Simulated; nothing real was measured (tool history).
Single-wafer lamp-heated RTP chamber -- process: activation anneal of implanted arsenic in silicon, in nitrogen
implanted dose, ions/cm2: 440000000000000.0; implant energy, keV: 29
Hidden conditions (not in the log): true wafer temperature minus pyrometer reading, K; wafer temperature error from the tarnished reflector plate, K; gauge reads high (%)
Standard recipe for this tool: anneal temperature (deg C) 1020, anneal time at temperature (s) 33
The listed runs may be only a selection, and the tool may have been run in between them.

| run | hour | anneal temperature (deg C) | anneal time at temperature (s) | wafers since the last listed run | wafers since the last pyrometer calibration | wafers since the reflector plate was cleaned | hours since the gauge calibration | read-back reference wafer on the same gauge, sheet resistance | sheet resistance of the implanted and annealed layer (ohm/square) |
|---|---|---|---|---|---|---|---|---|---|
| 1 | 0.0 | 1020 | 38 | 0 | 147 | 4327 | 957.7 | 228.04 | 226.19 |
| 2 | 25.0 | 1020 | 33 | 313 | 460 | 4640 | 982.7 | 228.01 | 226.37 |
| 3 | 52.7 | 1020 | 33 | 347 | 807 | 4987 | 1010.4 | 227.93 | 226.46 |
| 4 | 75.4 | 998 | 20 | 284 | 1091 | 5271 | 1033.1 | 227.93 | 231.05 |
| 5 | 92.9 | 998 | 20 | 219 | 1311 | 5491 | 1050.6 | 227.92 | 231.08 |
| 6 | 110.1 | 998 | 20 | 215 | 1526 | 5706 | 1067.8 | 227.94 | 231.05 |
| 7 | 139.3 | 1020 | 33 | 365 | 1892 | 6072 | 1097.0 | 228.03 | 226.57 |
| 8 | 166.5 | 1020 | 33 | 340 | 2233 | 6413 | 1124.2 | 227.80 | 226.21 |
| 9 | 188.2 | 1020 | 33 | 271 | 2505 | 6685 | 1145.9 | 228.11 | 226.34 |
|  | 206.8 | reflector plate cleaned |
| 10 | 207.3 | 1020 | 33 | 139 | 2644 | 5 | 1165.0 | 228.04 | 226.08 |
|  | 240.3 | pyrometer window cleaned and pyrometer calibrated |
| 11 | 273.7 | 1020 | 33 | 731 | 418 | 737 | 1231.4 | 227.98 | 226.81 |
| 12 | 298.1 | 1034 | 23 | 305 | 723 | 1043 | 1255.8 | 228.05 | 226.95 |
| 13 | 331.3 | 1001 | 33 | 416 | 1139 | 1459 | 1289.0 | 227.96 | 228.42 |
| 14 | 366.9 | 1028 | 19 | 446 | 1585 | 1905 | 1324.6 | 228.00 | 227.85 |
| 15 | 401.4 | 1008 | 48 | 432 | 2018 | 2337 | 1359.1 | 228.13 | 226.09 |
|  | 430.4 | gauge calibrated |
| 16 | 432.9 | 996 | 27 | 394 | 2412 | 2732 | 2.5 | 228.03 | 229.64 |
| 17 | 455.1 | 1020 | 41 | 278 | 2691 | 3010 | 24.7 | 227.97 | 224.55 |
| 18 | 469.4 | 1010 | 49 | 179 | 2870 | 3189 | 39.0 | 228.10 | 225.47 |
| 19 | 498.7 | 1005 | 50 | 367 | 3237 | 3556 | 68.3 | 228.05 | 225.35 |
| 20 | 529.8 | 995 | 20 | 389 | 3627 | 3946 | 99.4 | 228.24 | 231.02 |
| 21 | 544.5 | 1047 | 45 | 184 | 3811 | 4130 | 114.1 | 228.04 | 219.57 |
|  | 575.5 | pyrometer window cleaned and pyrometer calibrated |
| 22 | 580.1 | 1020 | 33 | 345 | 58 | 4476 | 149.7 | 228.00 | 226.61 |
| 23 | 614.8 | 1020 | 22 | 434 | 493 | 4911 | 184.4 | 228.01 | 229.05 |
| 24 | 645.3 | 1020 | 33 | 382 | 875 | 5293 | 214.9 | 228.06 | 227.05 |
| 25 | 660.3 | 1020 | 33 | 187 | 1063 | 5481 | 229.9 | 228.11 | 226.22 |
| 26 | 693.7 | 1020 | 23 | 418 | 1481 | 5900 | 263.3 | 228.05 | 227.79 |
| 27 | 724.9 | 1030 | 33 | 390 | 1872 | 6291 | 294.5 | 228.07 | 225.13 |
|  | 774.6 | reflector plate cleaned |
| 28 | 809.1 | 1020 | 33 | 954 | 2827 | 432 | 378.7 | 227.88 | 225.90 |
| 29 | 838.7 | 1003 | 19 | 370 | 3198 | 803 | 408.3 | 228.11 | 229.71 |
| 30 | 858.0 | 996 | 33 | 241 | 3440 | 1045 | 427.6 | 228.04 | 228.12 |
| 31 | 876.9 | 1020 | 18 | 236 | 3676 | 1282 | 446.5 | 228.15 | 228.78 |
| 32 | 890.2 | 1020 | 33 | 166 | 3843 | 1449 | 459.8 | 227.97 | 224.99 |
|  | 913.7 | pyrometer window cleaned and pyrometer calibrated |
| 33 | 915.1 | 1020 | 33 | 211 | 17 | 1660 | 484.7 | 227.97 | 227.45 |
| 34 | 945.4 | 1043 | 22 | 379 | 397 | 2040 | 515.0 | 228.02 | 225.99 |
| 35 | 979.9 | 1003 | 18 | 432 | 829 | 2472 | 549.5 | 227.88 | 231.91 |
| 36 | 993.2 | 1041 | 51 | 166 | 996 | 2639 | 562.8 | 228.06 | 221.02 |

Pick out some run-to-run changes in sheet resistance of the implanted and annealed layer (ohm/square). Of each, how much would a tool without hidden state show as well, from the settings, what came in and chance, and how much is left for the hidden state and any gauge scatter not in both results compared?
Run 20 -> 21: anneal temperature (deg C) 995 -> 1047, anneal time at temperature (s) 20 -> 45. sheet resistance of the implanted and annealed layer (ohm/square) -11.45: hidden state -0.96, all else -10.49.
Run 21 -> 22: anneal temperature (deg C) 1047 -> 1020, anneal time at temperature (s) 45 -> 33, pyrometer window cleaned and pyrometer calibrated. sheet resistance of the implanted and annealed layer (ohm/square) +7.04: hidden state +2.17, all else +4.87.
Run 32 -> 33: pyrometer window cleaned and pyrometer calibrated. sheet resistance of the implanted and annealed layer (ohm/square) +2.46: hidden state +1.63, all else +0.83.
Run 35 -> 36: anneal temperature (deg C) 1003 -> 1041, anneal time at temperature (s) 18 -> 51. sheet resistance of the implanted and annealed layer (ohm/square) -10.89: hidden state -0.26, all else -10.63.

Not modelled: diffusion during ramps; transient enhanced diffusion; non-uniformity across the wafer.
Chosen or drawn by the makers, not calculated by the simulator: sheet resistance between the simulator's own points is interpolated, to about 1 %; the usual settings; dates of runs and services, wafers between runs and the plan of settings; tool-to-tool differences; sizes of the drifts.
